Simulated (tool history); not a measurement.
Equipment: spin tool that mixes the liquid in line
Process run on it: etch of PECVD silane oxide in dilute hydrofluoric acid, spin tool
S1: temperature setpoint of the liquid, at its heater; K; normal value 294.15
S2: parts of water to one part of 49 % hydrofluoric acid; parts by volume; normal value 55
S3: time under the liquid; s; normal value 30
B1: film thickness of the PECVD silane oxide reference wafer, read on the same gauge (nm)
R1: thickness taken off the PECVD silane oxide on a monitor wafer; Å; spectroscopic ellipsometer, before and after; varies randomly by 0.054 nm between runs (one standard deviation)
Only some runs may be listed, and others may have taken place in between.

| run | hour | S1 | S2 | S3 | B1 | R1 |
|---|---|---|---|---|---|---|
| 1 | 0.0 | 296.65 | 55 | 30 | 110.02 | 189.5 |
| 2 | 16.9 | 296.65 | 55 | 30 | 109.99 | 189.5 |
| 3 | 29.9 | 294.15 | 55 | 30 | 109.94 | 170.3 |
| 4 | 63.0 | 290.15 | 55 | 30 | 109.96 | 143.4 |
| 5 | 86.8 | 294.15 | 45 | 30 | 110.01 | 210.9 |
| 6 | 107.1 | 294.15 | 45 | 30 | 110.00 | 209.4 |
| 7 | 122.4 | 294.15 | 55 | 30 | 109.98 | 170.2 |
| 8 | 155.1 | 294.15 | 55 | 30 | 110.02 | 169.6 |
| 9 | 180.6 | 294.15 | 35 | 30 | 110.03 | 271.1 |
| 10 | 214.8 | 292.15 | 55 | 20 | 110.00 | 103.3 |
| 11 | 243.8 | 292.15 | 65 | 15 | 110.00 | 64.7 |
| 12 | 272.2 | 296.65 | 70 | 15 | 109.97 | 71.8 |
| 13 | 302.9 | 290.15 | 30 | 20 | 110.01 | 177.5 |
| 14 | 330.7 | 294.15 | 35 | 40 | 110.00 | 360.3 |
| 15 | 365.2 | 294.15 | 55 | 40 | 109.99 | 223.3 |
|  | 371.7 | gauge calibrated |
| 16 | 378.1 | 294.15 | 55 | 30 | 109.93 | 167.0 |
| 17 | 395.6 | 292.65 | 40 | 40 | 109.97 | 293.4 |
| 18 | 429.8 | 294.15 | 75 | 30 | 109.99 | 119.4 |
| 19 | 456.7 | 296.15 | 35 | 35 | 110.02 | 341.0 |
| 20 | 470.9 | 296.65 | 45 | 45 | 109.97 | 344.1 |
|  | 473.0 | hydrofluoric acid flow meter replaced |
| 21 | 492.1 | 292.65 | 30 | 30 | 109.97 | 305.4 |
| 22 | 517.3 | 296.65 | 55 | 30 | 109.98 | 191.1 |
|  | 532.9 | thermometer replaced |
| 23 | 542.6 | 294.15 | 55 | 30 | 110.00 | 172.3 |
| 24 | 566.5 | 296.15 | 55 | 15 | 109.93 | 93.9 |
| 25 | 593.4 | 292.65 | 55 | 30 | 110.01 | 161.1 |
| 26 | 624.2 | 294.15 | 55 | 30 | 109.98 | 171.6 |
| 27 | 655.6 | 299.15 | 80 | 45 | 110.01 | 210.2 |
| 28 | 679.2 | 292.65 | 30 | 30 | 109.99 | 304.8 |
| 29 | 693.6 | 294.15 | 55 | 30 | 110.00 | 171.2 |
| 30 | 712.1 | 294.15 | 55 | 30 | 110.00 | 172.4 |
| 31 | 742.5 | 294.15 | 55 | 15 | 110.04 | 85.5 |
| 32 | 769.0 | 297.65 | 55 | 30 | 110.00 | 197.9 |

5 options for the next run, each taken on its own from the tool as it stands now. Forecast them:
| A | 769.4 | 294.15 | 25 | 30 | ? | ? |
| B | 769.4 | 294.15 | 70 | 30 | ? | ? |
| C | 769.4 | 297.65 | 65 | 35 | ? | ? |
| D | 769.4 | 290.65 | 40 | 45 | ? | ? |
| E | 769.4 | 290.65 | 55 | 35 | ? | ? |

| run | B1 | R1 |
|---|---|---|
| A | 109.97 | 390.9 |
| B | 109.97 | 132.0 |
| C | 109.97 | 192.6 |
| D | 109.97 | 309.3 |
| E | 109.97 | 172.0 |
Had the tool no hidden state, the same runs would have come out as:
| run | R1 |
|---|---|
| A | 398.2 |
| B | 134.6 |
| C | 196.4 |
| D | 315.2 |
| E | 175.3 |
